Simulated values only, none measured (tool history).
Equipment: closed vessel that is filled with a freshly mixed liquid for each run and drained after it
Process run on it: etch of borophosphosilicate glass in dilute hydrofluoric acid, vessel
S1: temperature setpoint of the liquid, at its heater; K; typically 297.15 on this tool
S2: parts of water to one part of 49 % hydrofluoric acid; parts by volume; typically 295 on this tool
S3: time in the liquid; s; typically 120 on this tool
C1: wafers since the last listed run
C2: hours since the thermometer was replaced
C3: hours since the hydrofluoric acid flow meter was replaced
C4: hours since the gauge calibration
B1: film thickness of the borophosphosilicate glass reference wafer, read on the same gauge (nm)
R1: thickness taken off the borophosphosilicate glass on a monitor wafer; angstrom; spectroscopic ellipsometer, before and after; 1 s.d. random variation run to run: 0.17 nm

run     day      S1   S2   S3     C1      C2      C3      C4     B1     R1
  1   0.000  297.15  295  120      0   502.9   826.4   341.0  40.02  177.4
  2   2.279  297.15  295  120   6493   557.6   881.1   395.7  39.99  175.3
  3   5.029  297.15  295  120   7834   623.6   947.1   461.7  40.00  178.4
  4   6.946  297.15  295  120   5460   669.6   993.1   507.7  39.99  179.3
     11.246  -- hydrofluoric acid flow meter replaced
  5  18.600  297.15  295  120  33083   949.3   176.5   787.4  40.01  178.2
  6  22.233  297.15  295  120  10351  1036.5   263.7   874.6  40.02  174.2
  7  24.583  297.15  250  120   6695  1092.9   320.1   931.0  40.01  215.3
  8  27.992  297.15  250  120   9710  1174.7   401.9  1012.8  39.97  214.7
  9  31.850  297.15  295  120  10992  1267.3   494.5  1105.4  40.01  171.6
 10  33.600  297.15  295  120   4985  1309.3   536.5  1147.4  39.99  171.0
 11  35.708  297.15  295  120   6006  1359.9   587.1  1198.0  39.99  171.4
 12  39.092  299.65  295  120   9638  1441.1   668.3  1279.2  39.99  185.3
 13  41.267  297.15  295  120   6196  1493.3   720.5  1331.4  40.00  171.6
 14  43.483  297.15  295  120   6315  1546.5   773.7  1384.6  39.98  169.3
     47.233  -- thermometer replaced
     47.450  -- gauge calibrated
 15  47.796  297.15  295  120  12167    13.5   877.2     8.3  39.98  183.3
 16  51.946  298.65  440  185  11823   113.1   976.8   107.9  40.01  175.2
 17  54.246  297.15  295  120   6552   168.3  1032.0   163.1  39.99  184.6
     54.600  -- hydrofluoric acid flow meter replaced
 18  56.829  293.15  295  120   7241   230.3    53.5   225.1  39.99  155.8
 19  59.246  292.65  340  120   6884   288.3   111.5   283.1  40.02  130.5
 20  63.154  300.15  410  120  11134   382.1   205.3   376.9  39.98  128.9
 21  66.812  300.15  425  170  10422   469.9   293.1   464.7  39.99  171.1
 22  70.808  301.15  245  175  11383   565.8   389.0   560.6  39.97  383.8
 23  74.408  297.15  295  120  10256   652.2   475.4   647.0  40.00  177.7
 24  77.883  300.15  410  120   9900   735.6   558.8   730.4  40.00  125.8
 25  82.175  294.15  295  180  12226   838.6   661.8   833.4  40.01  241.7
 26  86.338  298.65  390   95  11858   938.5   761.7   933.3  40.02  103.2
 27  90.121  297.15  295  120  10778  1029.3   852.5  1024.1  40.01  175.8
 28  92.171  297.15  295  120   5840  1078.5   901.7  1073.3  40.00  176.2
 29  94.838  297.15  295   85   7597  1142.5   965.7  1137.3  40.00  125.0
 30  98.421  297.15  295  120  10208  1228.5  1051.7  1223.3  40.01  176.0

Each row is a separate what-if for the run after 30, all from the same tool condition, not one after another. Results?
  A  98.450  297.15  295   60  83  1229.2  1052.4  1224.0   ?   ?
  B  98.450  295.15  295  120  83  1229.2  1052.4  1224.0   ?   ?
  C  98.450  292.65  295  185  83  1229.2  1052.4  1224.0   ?   ?
  D  98.450  295.65  295  120  83  1229.2  1052.4  1224.0   ?   ?
  E  98.450  294.65  225   50  83  1229.2  1052.4  1224.0   ?   ?

run     B1     R1
  A  39.98   88.7
  B  39.98  165.1
  C  39.98  232.1
  D  39.98  168.1
  E  39.98   94.5
Take away the tool's hidden state, keep each run's random variation, and the runs would have read:
run     R1
  A   93.3
  B  173.9
  C  244.9
  D  177.1
  E   99.8

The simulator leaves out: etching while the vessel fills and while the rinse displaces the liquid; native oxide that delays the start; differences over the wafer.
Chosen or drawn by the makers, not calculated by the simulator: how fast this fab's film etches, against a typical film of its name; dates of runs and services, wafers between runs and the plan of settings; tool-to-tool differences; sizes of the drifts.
